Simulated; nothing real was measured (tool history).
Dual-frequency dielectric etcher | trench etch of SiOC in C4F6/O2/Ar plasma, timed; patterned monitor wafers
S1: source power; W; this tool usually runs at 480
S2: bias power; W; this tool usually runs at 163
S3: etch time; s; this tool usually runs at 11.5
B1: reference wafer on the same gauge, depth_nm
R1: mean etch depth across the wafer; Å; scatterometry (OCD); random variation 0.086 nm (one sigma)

run,hour,S1,S2,S3,B1,R1
1,0,480,132,11.5,29.98,248.7
2,77.3,480,187,9.5,29.97,218.9
# hour 139: upper electrode replaced
3,139.5,480,163,11.5,30,260.1
4,175.8,480,163,11.5,30.02,259.4
5,219.1,480,163,11.5,30.04,261
6,277.4,480,163,11.5,30,260.3
7,347,480,163,11.5,29.98,261.1
# hour 507.1: gauge calibrated
8,601.2,570,163,11.5,29.98,288.6
# hour 687.3: wet clean of the chamber
9,698.3,550,130,13,30.02,297.7
10,801.2,480,127,11.5,30,247.1
11,839.1,480,163,11.5,30,256.9
12,891.1,440,163,11.5,30.02,247.6
13,954.7,420,149,13,29.99,269.8
# hour 1025.7: source power generator calibrated
# hour 1054.7: bias power generator calibrated
14,1123.8,480,184,14.5,30,345.3
15,1187.5,370,203,11.5,30,247.8
16,1264.2,370,163,13.5,30.02,278.4
17,1360.4,570,123,13.5,29.98,332.5
18,1458.7,570,123,13.5,30.02,334.8
# hour 1519.4: wet clean of the chamber
19,1519.9,480,163,11.5,29.98,262.6
20,1701.7,560,163,11.5,30,285.4
21,1782.3,480,134,11.5,30,257.3
22,1875.3,480,163,11.5,30,267.5
23,1920.2,480,163,11.5,29.97,267.3
24,1971.6,480,163,11.5,30.02,267.5
25,2078.2,480,163,11.5,30.01,269.8
26,2149.2,520,163,13,30.01,317.6
# hour 2213: wet clean of the chamber
27,2220.5,480,194,11.5,29.98,266.1
28,2291.4,550,163,14.5,30.02,348.3
29,2382.6,480,163,11.5,30.01,259

Forecast each of these 4 alternatives for the next run:
A,2383,480,130,11.5,?,?
B,2383,360,142,8.5,?,?
C,2383,390,163,11.5,?,?
D,2383,550,163,8.5,?,?

run,B1,R1
A,30.03,248.3
B,30.03,160.3
C,30.03,232.1
D,30.03,203.9
Without the tool's hidden state the same runs would have given:
run,R1
A,252.3
B,162.8
C,235.7
D,207.1
